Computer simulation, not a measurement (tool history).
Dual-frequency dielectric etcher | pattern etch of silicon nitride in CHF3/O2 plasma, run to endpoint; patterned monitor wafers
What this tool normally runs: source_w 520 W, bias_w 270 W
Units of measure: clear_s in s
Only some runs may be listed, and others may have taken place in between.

run    hour  source_w  bias_w  wafers since the last listed run  hours since the last wet clean  hours since the last source power generator calibration  hours since the last bias power generator calibration  hours since the last upper electrode change  incoming incoming film thickness, nm  clear_s
  1     0.0       520     250                                 0                           234.9                                                   2915.6                                                 1426.6                                        837.8                                  53.7     33.1
  2    71.2       520     250                               954                           306.1                                                   2986.8                                                 1497.8                                        909.0                                  53.2     33.2
  3   161.3       520     270                              1207                           396.2                                                   3076.9                                                 1587.9                                        999.1                                  52.7     32.1
  4   244.5       520     270                              1115                           479.4                                                   3160.1                                                 1671.1                                       1082.3                                  52.7     32.6
      302.3  -- wet clean of the chamber
  5   330.0       520     270                               824                            27.7                                                   3245.6                                                 1756.6                                       1167.8                                  52.7     31.4
  6   429.8       460     270                              1337                           127.5                                                   3345.4                                                 1856.4                                       1267.6                                  52.9     32.8
  7   528.6       460     270                              1324                           226.3                                                   3444.2                                                 1955.2                                       1366.4                                  52.6     33.1
  8   611.2       460     270                              1107                           308.9                                                   3526.8                                                 2037.8                                       1449.0                                  53.5     33.5
  9   699.0       520     270                              1177                           396.7                                                   3614.6                                                 2125.6                                       1536.8                                  52.5     32.0
      705.8  -- source power generator calibrated
 10   771.2       520     270                               914                           468.9                                                     65.4                                                 2197.8                                       1609.0                                  52.7     31.9
      849.5  -- wet clean of the chamber
 11   986.1       520     270                              2559                           136.6                                                    280.3                                                 2412.7                                       1823.9                                  53.0     32.3
 12  1053.0       470     270                               896                           203.5                                                    347.2                                                 2479.6                                       1890.8                                  53.2     33.5
     1144.7  -- bias power generator calibrated
 13  1145.2       420     322                              1182                           295.7                                                    439.4                                                    0.5                                       1983.0                                  53.0     32.7
 14  1214.6       410     329                               930                           365.1                                                    508.8                                                   69.9                                       2052.4                                  53.0     32.9
 15  1261.2       610     312                               624                           411.7                                                    555.4                                                  116.5                                       2099.0                                  52.8     29.4
 16  1365.1       440     302                              1392                           515.6                                                    659.3                                                  220.4                                       2202.9                                  52.9     33.4
 17  1431.4       630     308                               888                           581.9                                                    725.6                                                  286.7                                       2269.2                                  52.9     29.8
     1464.1  -- upper electrode replaced
     1472.5  -- wet clean of the chamber
 18  1475.2       520     270                               152                             2.7                                                    769.4                                                  330.5                                         11.1                                  52.9     31.8
 19  1519.4       590     270                               592                            46.9                                                    813.6                                                  374.7                                         55.3                                  52.6     29.8

The next listed run, before its measurement:
 20  1566.3       400     311                               628                            93.8                                                    860.5                                                  421.6                                        102.2                                  52.7        ?

For run 20 the tool returned clear_s 32.8 s.
Had the tool carried no hidden state, the very same run would have given clear_s 32.5 s.
